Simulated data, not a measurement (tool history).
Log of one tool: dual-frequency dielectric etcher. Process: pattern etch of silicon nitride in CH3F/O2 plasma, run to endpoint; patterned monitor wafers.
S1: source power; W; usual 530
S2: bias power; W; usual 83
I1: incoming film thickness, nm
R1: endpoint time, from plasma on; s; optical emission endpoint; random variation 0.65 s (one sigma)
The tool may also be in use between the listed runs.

Run 1, hour 0: usual settings; I1 89.9. Result: R1 86.2 s.
Run 2, hour 34.8: usual settings; I1 89.6. Result: R1 86.7 s.
At hour 38.9: bias power generator calibrated.
Run 3, hour 57.2: usual settings but S1 460 W; I1 89. Result: R1 92 s.
Run 4, hour 78.8: usual settings but S1 460 W; I1 89.5. Result: R1 91.6 s.
Run 5, hour 114.2: usual settings but S1 460 W; I1 88.7. Result: R1 91.8 s.
Run 6, hour 135.6: usual settings; I1 88.6. Result: R1 85.2 s.
At hour 176.1: wet clean of the chamber, repeated, since the last time left the tool worse.
Run 7, hour 176.6: usual settings but S1 600 W; I1 88.8. Result: R1 74.8 s.
Run 8, hour 184.4: usual settings but S1 600 W; I1 88.6. Result: R1 74.5 s.
Run 9, hour 197.2: usual settings but S1 600 W; I1 88.6. Result: R1 74 s.
Run 10, hour 215.1: usual settings; I1 89. Result: R1 80.5 s.
At hour 256: upper electrode replaced.
Run 11, hour 256.5: usual settings; I1 89.1. Result: R1 78.6 s.
Run 12, hour 275.7: usual settings; I1 88.3. Result: R1 80.5 s.
Run 13, hour 303.4: usual settings but S2 70 W; I1 89.2. Result: R1 83.8 s.
Run 14, hour 331.2: usual settings but S1 660 W, S2 63 W; I1 89. Result: R1 76.5 s.
Run 15, hour 346.6: usual settings but S1 410 W, S2 97 W; I1 89.7. Result: R1 87.6 s.
Run 16, hour 381.8: usual settings but S1 440 W; I1 89.7. Result: R1 87.5 s.
Run 17, hour 408.3: usual settings but S1 450 W, S2 98 W; I1 89. Result: R1 81.5 s.
At hour 419.8: source power generator calibrated.
Run 18, hour 431: usual settings but S1 610 W, S2 71 W; I1 88.6. Result: R1 76.4 s.
Run 19, hour 453.5: usual settings but S1 470 W; I1 88.9. Result: R1 84.7 s.
Run 20, hour 477.7: usual settings but S1 450 W, S2 74 W; I1 88.8. Result: R1 88.5 s.
Run 21, hour 500.8: usual settings but S1 650 W, S2 103 W; I1 89.6. Result: R1 65.7 s.
Run 22, hour 513.2: usual settings but S1 440 W, S2 64 W; I1 89.2. Result: R1 95.4 s.
Run 23, hour 539.9: usual settings but S1 590 W, S2 92 W; I1 89. Result: R1 71.6 s.
Run 24, hour 567.9: usual settings but S2 76 W; I1 89.9. Result: R1 80.6 s.
Run 25, hour 582.4: usual settings but S1 590 W, S2 89 W; I1 89. Result: R1 71 s.
Run 26, hour 604.4: usual settings but S1 490 W; I1 89.5. Result: R1 81.1 s.
At hour 651.1: wet clean of the chamber.
Run 27, hour 707.6: usual settings; I1 89.7. Result: R1 80.2 s.
Run 28, hour 737.7: usual settings but S1 400 W, S2 94 W; I1 87.7. Result: R1 89.7 s.
Run 29, hour 761.4: usual settings but S1 590 W; I1 88.7. Result: R1 75.9 s.
Run 30, hour 775.9: usual settings but S2 66 W; I1 88.5. Result: R1 85 s.
Run 31, hour 803.7: usual settings but S1 580 W, S2 71 W; I1 89. Result: R1 79.5 s.
Run 32, hour 817.3: usual settings but S1 650 W, S2 103 W; I1 89.2. Result: R1 66.6 s.
Run 33, hour 844: usual settings; I1 89. Result: R1 78.9 s.
Run 34, hour 872.4: usual settings but S1 400 W, S2 72 W; I1 89.7. Result: R1 97.7 s.
Run 35, hour 904.8: usual settings but S1 620 W, S2 100 W; I1 90. Result: R1 68.9 s.
Run 36, hour 919.6: usual settings but S1 650 W, S2 103 W; I1 89.9. Result: R1 65.8 s.

What the log doesn't show, run by run:
source power that arrives over what is set, %: 0 in every run
bias power that arrives over what is set, %: 0 in every run
H1: etch rate over this chamber's usual, %
run      H1
  1   -6.45
  2   -6.17
  3   -5.99
  4   -5.82
  5   -5.53
  6   -5.36
  7  0.0122
  8   0.075
  9   0.178
 10   0.322
 11   0.655
 12    0.81
 13    1.03
 14    1.26
 15    1.38
 16    1.66
 17    1.88
 18    2.06
 19    2.24
 20    2.43
 21    2.62
 22    2.72
 23    2.94
 24    3.16
 25    3.28
 26    3.45
 27   0.191
 28   0.433
 29   0.623
 30    0.74
 31   0.964
 32    1.07
 33    1.29
 34    1.52
 35    1.78
 36     1.9
